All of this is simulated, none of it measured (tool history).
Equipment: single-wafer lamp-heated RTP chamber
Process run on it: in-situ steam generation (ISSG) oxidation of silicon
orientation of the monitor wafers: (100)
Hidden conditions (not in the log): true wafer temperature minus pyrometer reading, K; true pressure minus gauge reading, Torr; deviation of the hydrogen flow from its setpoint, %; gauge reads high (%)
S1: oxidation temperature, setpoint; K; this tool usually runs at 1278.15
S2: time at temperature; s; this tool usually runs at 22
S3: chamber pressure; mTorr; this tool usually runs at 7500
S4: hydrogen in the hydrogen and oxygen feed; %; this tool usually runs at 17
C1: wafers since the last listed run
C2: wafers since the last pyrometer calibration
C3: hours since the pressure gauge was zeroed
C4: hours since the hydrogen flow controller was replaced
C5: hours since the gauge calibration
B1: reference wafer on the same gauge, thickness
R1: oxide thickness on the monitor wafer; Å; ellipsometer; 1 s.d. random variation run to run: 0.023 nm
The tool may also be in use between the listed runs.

run 1 day=0 | S1=1278.15 S2=24 S3=7500 S4=17 | C1=0 C2=1611 C3=4204.3 C4=2432.2 C5=10.2 | B1=6.812 | R1=60.2
run 2 day=3.196 | S1=1278.15 S2=24 S3=7500 S4=17 | C1=745 C2=2356 C3=4281 C4=2508.9 C5=86.9 | B1=6.812 | R1=60.42
run 3 day=4.808 | S1=1278.15 S2=22 S3=6900 S4=17 | C1=376 C2=2732 C3=4319.7 C4=2547.6 C5=125.6 | B1=6.815 | R1=57.78
run 4 day=6.596 | S1=1278.15 S2=22 S3=6900 S4=17 | C1=416 C2=3149 C3=4362.6 C4=2590.5 C5=168.5 | B1=6.802 | R1=57.54
run 5 day=8.633 | S1=1278.15 S2=22 S3=7500 S4=14 | C1=475 C2=3624 C3=4411.5 C4=2639.4 C5=217.4 | B1=6.809 | R1=55.7
run 6 day=12.867 | S1=1278.15 S2=22 S3=7500 S4=14 | C1=987 C2=4611 C3=4513.1 C4=2741 C5=319 | B1=6.81 | R1=55.84
run 7 day=16.096 | S1=1278.15 S2=22 S3=7500 S4=23 | C1=753 C2=5365 C3=4590.6 C4=2818.5 C5=396.5 | B1=6.81 | R1=62.94
-- day=19.867 pyrometer window cleaned and pyrometer calibrated
run 8 day=19.971 | S1=1278.15 S2=18 S3=7500 S4=17 | C1=825 C2=23 C3=4683.6 C4=2911.5 C5=489.5 | B1=6.806 | R1=53.79
-- day=20.379 hydrogen flow controller replaced
-- day=20.967 pressure gauge zeroed
run 9 day=22.617 | S1=1278.15 S2=19 S3=6900 S4=17 | C1=461 C2=485 C3=39.6 C4=53.7 C5=553 | B1=6.811 | R1=55.54
-- day=24.808 pyrometer window cleaned and pyrometer calibrated, repeated, since the last time left the tool worse
run 10 day=24.958 | S1=1296.15 S2=16 S3=8100 S4=22 | C1=468 C2=34 C3=95.8 C4=109.9 C5=609.2 | B1=6.81 | R1=57.11
run 11 day=26.7 | S1=1278.15 S2=22 S3=7500 S4=17 | C1=406 C2=440 C3=137.6 C4=151.7 C5=651 | B1=6.812 | R1=57.58
-- day=27.079 gauge calibrated
run 12 day=31.325 | S1=1259.15 S2=22 S3=8500 S4=25 | C1=1078 C2=1519 C3=248.6 C4=262.7 C5=101.9 | B1=6.818 | R1=58.2
run 13 day=34.592 | S1=1270.15 S2=19 S3=7500 S4=17 | C1=761 C2=2281 C3=327 C4=341.1 C5=180.3 | B1=6.804 | R1=52.3
run 14 day=38.721 | S1=1278.15 S2=29 S3=6900 S4=17 | C1=962 C2=3244 C3=426.1 C4=440.2 C5=279.4 | B1=6.816 | R1=66.49

Each row is a separate what-if for the run after 14, all from the same tool condition, not one after another. Results?
run A day=38.738 | S1=1278.15 S2=22 S3=7500 S4=20 | C1=3 C2=3248 C3=426.5 C4=440.6 C5=279.8 | B1=? | R1=?
run B day=38.738 | S1=1286.15 S2=22 S3=7500 S4=26 | C1=3 C2=3248 C3=426.5 C4=440.6 C5=279.8 | B1=? | R1=?
run C day=38.738 | S1=1278.15 S2=16 S3=8000 S4=17 | C1=3 C2=3248 C3=426.5 C4=440.6 C5=279.8 | B1=? | R1=?
run D day=38.738 | S1=1266.15 S2=19 S3=8800 S4=17 | C1=3 C2=3248 C3=426.5 C4=440.6 C5=279.8 | B1=? | R1=?

run=A B1=6.815 R1=60.25
run=B B1=6.815 R1=66.61
run=C B1=6.815 R1=49.97
run=D B1=6.815 R1=51.42
What these runs would have given with no unlogged condition in the tool:
run=A R1=59.6
run=B R1=65.86
run=C R1=49.48
run=D R1=50.92
